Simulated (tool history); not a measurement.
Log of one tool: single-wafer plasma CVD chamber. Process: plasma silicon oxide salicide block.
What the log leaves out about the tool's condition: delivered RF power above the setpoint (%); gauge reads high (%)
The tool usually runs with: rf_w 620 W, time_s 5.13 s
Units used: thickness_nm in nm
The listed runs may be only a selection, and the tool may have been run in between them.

| run | hour | rf_w | time_s | wafers since the last listed run | hours since the last RF generator calibration | hours since the showerhead was replaced | hours since the gauge calibration | read-back reference wafer on the same gauge, thickness_nm | thickness_nm |
|---|---|---|---|---|---|---|---|---|---|
| 1 | 0 | 685 | 5.13 | 0 | 682.8 | 3303 | 390.8 | 53.399 | 51.275 |
| 2 | 47.4 | 685 | 5.13 | 1200 | 730.2 | 3350.4 | 438.2 | 53.427 | 51.561 |
| 3 | 75.5 | 685 | 5.13 | 711 | 758.3 | 3378.5 | 466.3 | 53.434 | 51.031 |
| 4 | 138.2 | 620 | 5.89 | 1587 | 821 | 3441.2 | 529 | 53.388 | 57.504 |
| 5 | 196.9 | 620 | 5.89 | 1486 | 879.7 | 3499.9 | 587.7 | 53.346 | 57.332 |
| 6 | 233.8 | 620 | 5.89 | 934 | 916.6 | 3536.8 | 624.6 | 53.43 | 57.256 |
| 7 | 260.1 | 620 | 4.69 | 666 | 942.9 | 3563.1 | 650.9 | 53.41 | 45.705 |
| 8 | 307.6 | 620 | 4.69 | 1202 | 990.4 | 3610.6 | 698.4 | 53.272 | 45.917 |
| 9 | 346.8 | 700 | 5.63 | 992 | 1029.6 | 3649.8 | 737.6 | 53.376 | 56.478 |
| 10 | 391.7 | 700 | 5.63 | 1137 | 1074.5 | 3694.7 | 782.5 | 53.443 | 56.582 |
| 11 | 421.2 | 585 | 5.13 | 747 | 1104 | 3724.2 | 812 | 53.414 | 48.89 |
| 12 | 477 | 585 | 5.13 | 1413 | 1159.8 | 3780 | 867.8 | 53.354 | 49.098 |
| 13 | 546.5 | 585 | 5.13 | 1760 | 1229.3 | 3849.5 | 937.3 | 53.272 | 49.254 |
| 14 | 597.1 | 510 | 5.13 | 1281 | 1279.9 | 3900.1 | 987.9 | 53.369 | 46.96 |
| 15 | 622.9 | 505 | 4.45 | 653 | 1305.7 | 3925.9 | 1013.7 | 53.435 | 41.131 |
| 16 | 737.2 | 710 | 6.02 | 2894 | 1420 | 4040.2 | 1128 | 53.31 | 60.446 |
|  | 774.8 | showerhead replaced |
|  | 842.4 | gauge calibrated |
| 17 | 859.5 | 620 | 5.13 | 2894 | 1542.3 | 84.7 | 17.1 | 53.383 | 49.409 |
|  | 895.5 | RF generator calibrated |
| 18 | 896 | 705 | 4.38 | 721 | 0.5 | 121.2 | 53.6 | 53.312 | 43.276 |
| 19 | 958.5 | 555 | 5.13 | 1582 | 63 | 183.7 | 116.1 | 53.438 | 47.737 |
| 20 | 1025.8 | 620 | 5.13 | 1704 | 130.3 | 251 | 183.4 | 53.528 | 48.96 |
| 21 | 1086.4 | 535 | 4.62 | 1534 | 190.9 | 311.6 | 244 | 53.314 | 42.575 |
| 22 | 1152.1 | 505 | 5.7 | 1663 | 256.6 | 377.3 | 309.7 | 53.299 | 51.782 |
|  | 1179.2 | RF generator calibrated, repeated, since the last time left the tool worse |
| 23 | 1181.8 | 620 | 5.13 | 549 | 2.6 | 407 | 339.4 | 53.376 | 50.151 |
| 24 | 1226 | 710 | 5.5 | 1119 | 46.8 | 451.2 | 383.6 | 53.329 | 56.162 |
| 25 | 1270.8 | 620 | 6.12 | 1134 | 91.6 | 496 | 428.4 | 53.336 | 60.057 |
| 26 | 1329.6 | 725 | 5.81 | 1489 | 150.4 | 554.8 | 487.2 | 53.334 | 59.61 |

Predict each of these 5 candidate next runs independently; none follows another, all start after run 26:
| A | 1330 | 620 | 4.63 | 10 | 150.8 | 555.2 | 487.6 | ? | ? |
| B | 1330 | 550 | 4.51 | 10 | 150.8 | 555.2 | 487.6 | ? | ? |
| C | 1330 | 525 | 5.6 | 10 | 150.8 | 555.2 | 487.6 | ? | ? |
| D | 1330 | 660 | 5.13 | 10 | 150.8 | 555.2 | 487.6 | ? | ? |
| E | 1330 | 510 | 5.43 | 10 | 150.8 | 555.2 | 487.6 | ? | ? |

| run | read-back reference wafer on the same gauge, thickness_nm | thickness_nm |
|---|---|---|
| A | 53.343 | 45.553 |
| B | 53.343 | 43.01 |
| C | 53.343 | 52.769 |
| D | 53.343 | 51.311 |
| E | 53.343 | 50.789 |
With the hidden condition removed and each run's random variation left untouched, the same runs would have given:
| run | thickness_nm |
|---|---|
| A | 45.73 |
| B | 43.177 |
| C | 52.974 |
| D | 51.51 |
| E | 50.986 |

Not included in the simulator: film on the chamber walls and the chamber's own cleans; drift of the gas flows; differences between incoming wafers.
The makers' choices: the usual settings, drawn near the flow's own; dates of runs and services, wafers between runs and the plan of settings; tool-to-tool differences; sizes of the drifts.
